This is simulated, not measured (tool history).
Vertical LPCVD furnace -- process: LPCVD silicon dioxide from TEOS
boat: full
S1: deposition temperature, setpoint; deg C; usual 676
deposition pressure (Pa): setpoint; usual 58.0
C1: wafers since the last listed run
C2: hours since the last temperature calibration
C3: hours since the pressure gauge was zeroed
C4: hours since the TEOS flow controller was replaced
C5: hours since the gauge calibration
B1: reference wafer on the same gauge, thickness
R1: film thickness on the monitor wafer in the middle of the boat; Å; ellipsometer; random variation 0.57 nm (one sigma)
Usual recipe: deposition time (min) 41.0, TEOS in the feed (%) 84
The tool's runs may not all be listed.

run 1 hour=0.0 | S1=676 deposition_pressure_(Pa)=58.0 deposition_time_(min)=41.0 TEOS_in_the_feed_(%)=84 | C1=0 C2=1398.6 C3=3658.8 C4=111.5 C5=582.4 | B1=237.62 | R1=2158.0
run 2 hour=35.2 | S1=676 deposition_pressure_(Pa)=58.0 deposition_time_(min)=41.0 TEOS_in_the_feed_(%)=84 | C1=693 C2=1433.8 C3=3694.0 C4=146.7 C5=617.6 | B1=237.62 | R1=2161.4
run 3 hour=47.6 | S1=676 deposition_pressure_(Pa)=58.0 deposition_time_(min)=41.0 TEOS_in_the_feed_(%)=84 | C1=244 C2=1446.2 C3=3706.4 C4=159.1 C5=630.0 | B1=237.68 | R1=2167.9
run 4 hour=76.3 | S1=676 deposition_pressure_(Pa)=58.0 deposition_time_(min)=41.0 TEOS_in_the_feed_(%)=84 | C1=565 C2=1474.9 C3=3735.1 C4=187.8 C5=658.7 | B1=237.61 | R1=2176.2
run 5 hour=98.6 | S1=681 deposition_pressure_(Pa)=58.0 deposition_time_(min)=41.0 TEOS_in_the_feed_(%)=84 | C1=439 C2=1497.2 C3=3757.4 C4=210.1 C5=681.0 | B1=237.76 | R1=2447.2
run 6 hour=122.1 | S1=676 deposition_pressure_(Pa)=58.0 deposition_time_(min)=41.0 TEOS_in_the_feed_(%)=84 | C1=462 C2=1520.7 C3=3780.9 C4=233.6 C5=704.5 | B1=237.67 | R1=2177.0
run 7 hour=145.2 | S1=676 deposition_pressure_(Pa)=58.0 deposition_time_(min)=41.0 TEOS_in_the_feed_(%)=84 | C1=455 C2=1543.8 C3=3804.0 C4=256.7 C5=727.6 | B1=237.60 | R1=2176.5
-- hour=190.5 pressure gauge zeroed
run 8 hour=214.7 | S1=682 deposition_pressure_(Pa)=62.0 deposition_time_(min)=33.0 TEOS_in_the_feed_(%)=73 | C1=896 C2=1613.3 C3=24.2 C4=326.2 C5=797.1 | B1=237.99 | R1=1946.5
-- hour=243.2 thermocouples replaced and temperature profile calibrated
run 9 hour=243.7 | S1=672 deposition_pressure_(Pa)=58.0 deposition_time_(min)=31.0 TEOS_in_the_feed_(%)=84 | C1=98 C2=0.5 C3=53.2 C4=355.2 C5=826.1 | B1=237.67 | R1=1491.2
run 10 hour=270.3 | S1=664 deposition_pressure_(Pa)=58.0 deposition_time_(min)=41.0 TEOS_in_the_feed_(%)=84 | C1=524 C2=27.1 C3=79.8 C4=381.8 C5=852.7 | B1=238.01 | R1=1617.3
run 11 hour=285.4 | S1=672 deposition_pressure_(Pa)=58.0 deposition_time_(min)=41.0 TEOS_in_the_feed_(%)=84 | C1=297 C2=42.2 C3=94.9 C4=396.9 C5=867.8 | B1=237.96 | R1=1979.5
run 12 hour=299.1 | S1=670 deposition_pressure_(Pa)=58.0 deposition_time_(min)=41.0 TEOS_in_the_feed_(%)=84 | C1=269 C2=55.9 C3=108.6 C4=410.6 C5=881.5 | B1=238.19 | R1=1879.3
run 13 hour=317.3 | S1=681 deposition_pressure_(Pa)=64.0 deposition_time_(min)=52.0 TEOS_in_the_feed_(%)=74 | C1=358 C2=74.1 C3=126.8 C4=428.8 C5=899.7 | B1=238.33 | R1=3077.2
run 14 hour=330.3 | S1=676 deposition_pressure_(Pa)=50.0 deposition_time_(min)=41.0 TEOS_in_the_feed_(%)=84 | C1=256 C2=87.1 C3=139.8 C4=441.8 C5=912.7 | B1=238.09 | R1=2020.3
run 15 hour=345.9 | S1=687 deposition_pressure_(Pa)=54.0 deposition_time_(min)=41.0 TEOS_in_the_feed_(%)=84 | C1=307 C2=102.7 C3=155.4 C4=457.4 C5=928.3 | B1=237.87 | R1=2735.6
run 16 hour=367.1 | S1=686 deposition_pressure_(Pa)=70.7 deposition_time_(min)=53.0 TEOS_in_the_feed_(%)=69 | C1=417 C2=123.9 C3=176.6 C4=478.6 C5=949.5 | B1=238.15 | R1=3582.9
run 17 hour=390.1 | S1=676 deposition_pressure_(Pa)=58.0 deposition_time_(min)=41.0 TEOS_in_the_feed_(%)=89 | C1=453 C2=146.9 C3=199.6 C4=501.6 C5=972.5 | B1=238.28 | R1=2246.4
-- hour=425.3 gauge calibrated
run 18 hour=442.8 | S1=666 deposition_pressure_(Pa)=58.0 deposition_time_(min)=29.0 TEOS_in_the_feed_(%)=84 | C1=1038 C2=199.6 C3=252.3 C4=554.3 C5=17.5 | B1=233.10 | R1=1170.6
run 19 hour=472.4 | S1=676 deposition_pressure_(Pa)=58.0 deposition_time_(min)=41.0 TEOS_in_the_feed_(%)=84 | C1=583 C2=229.2 C3=281.9 C4=583.9 C5=47.1 | B1=233.19 | R1=2135.0
run 20 hour=489.2 | S1=687 deposition_pressure_(Pa)=58.0 deposition_time_(min)=41.0 TEOS_in_the_feed_(%)=97 | C1=330 C2=246.0 C3=298.7 C4=600.7 C5=63.9 | B1=233.52 | R1=2991.2
run 21 hour=523.4 | S1=676 deposition_pressure_(Pa)=58.0 deposition_time_(min)=41.0 TEOS_in_the_feed_(%)=76 | C1=673 C2=280.2 C3=332.9 C4=634.9 C5=98.1 | B1=233.74 | R1=2033.4
run 22 hour=539.8 | S1=673 deposition_pressure_(Pa)=48.7 deposition_time_(min)=41.0 TEOS_in_the_feed_(%)=68 | C1=323 C2=296.6 C3=349.3 C4=651.3 C5=114.5 | B1=234.29 | R1=1636.5
run 23 hour=569.3 | S1=676 deposition_pressure_(Pa)=58.0 deposition_time_(min)=41.0 TEOS_in_the_feed_(%)=84 | C1=581 C2=326.1 C3=378.8 C4=680.8 C5=144.0 | B1=234.29 | R1=2146.2
run 24 hour=596.7 | S1=673 deposition_pressure_(Pa)=48.7 deposition_time_(min)=41.0 TEOS_in_the_feed_(%)=68 | C1=539 C2=353.5 C3=406.2 C4=708.2 C5=171.4 | B1=234.67 | R1=1642.3
run 25 hour=626.3 | S1=683 deposition_pressure_(Pa)=58.0 deposition_time_(min)=34.5 TEOS_in_the_feed_(%)=84 | C1=583 C2=383.1 C3=435.8 C4=737.8 C5=201.0 | B1=234.92 | R1=2137.8
run 26 hour=639.9 | S1=676 deposition_pressure_(Pa)=58.0 deposition_time_(min)=41.0 TEOS_in_the_feed_(%)=84 | C1=267 C2=396.7 C3=449.4 C4=751.4 C5=214.6 | B1=234.96 | R1=2151.3
run 27 hour=672.3 | S1=676 deposition_pressure_(Pa)=58.0 deposition_time_(min)=41.0 TEOS_in_the_feed_(%)=84 | C1=638 C2=429.1 C3=481.8 C4=783.8 C5=247.0 | B1=235.28 | R1=2159.0
run 28 hour=702.8 | S1=676 deposition_pressure_(Pa)=58.0 deposition_time_(min)=41.0 TEOS_in_the_feed_(%)=84 | C1=600 C2=459.6 C3=512.3 C4=814.3 C5=277.5 | B1=235.68 | R1=2152.4
run 29 hour=783.4 | S1=676 deposition_pressure_(Pa)=58.0 deposition_time_(min)=41.0 TEOS_in_the_feed_(%)=90 | C1=1587 C2=540.2 C3=592.9 C4=894.9 C5=358.1 | B1=235.98 | R1=2229.5
run 30 hour=819.0 | S1=676 deposition_pressure_(Pa)=69.3 deposition_time_(min)=36.5 TEOS_in_the_feed_(%)=68 | C1=701 C2=575.8 C3=628.5 C4=930.5 C5=393.7 | B1=236.26 | R1=1888.4
run 31 hour=847.4 | S1=665 deposition_pressure_(Pa)=58.0 deposition_time_(min)=25.5 TEOS_in_the_feed_(%)=84 | C1=559 C2=604.2 C3=656.9 C4=958.9 C5=422.1 | B1=236.17 | R1=1020.8

Hidden state or all else? Some run-to-run changes of R1, split into what the settings, what came in and random variation would give without the hidden state, and what is left for the hidden state (with any gauge scatter that isn't in both results):
What the log doesn't record here: true tube temperature minus thermocouple reading, K; true pressure minus gauge reading, mTorr; deviation of the TEOS flow from its setpoint, %; gauge reads high (%).
Run 12 -> 13: S1 670 -> 681, deposition pressure (Pa) 58.0 -> 64.0, deposition time (min) 41.0 -> 52.0, TEOS in the feed (%) 84 -> 74. R1 +1197.9 Å: hidden state +25.7, all else +1172.2.
Run 16 -> 17: S1 686 -> 676, deposition pressure (Pa) 70.7 -> 58.0, deposition time (min) 53.0 -> 41.0, TEOS in the feed (%) 69 -> 89. R1 -1336.5 Å: hidden state -28.6, all else -1307.9.
Run 17 -> 18: S1 676 -> 666, deposition time (min) 41.0 -> 29.0, TEOS in the feed (%) 89 -> 84, gauge calibrated. R1 -1075.8 Å: hidden state -48.8, all else -1027.0.

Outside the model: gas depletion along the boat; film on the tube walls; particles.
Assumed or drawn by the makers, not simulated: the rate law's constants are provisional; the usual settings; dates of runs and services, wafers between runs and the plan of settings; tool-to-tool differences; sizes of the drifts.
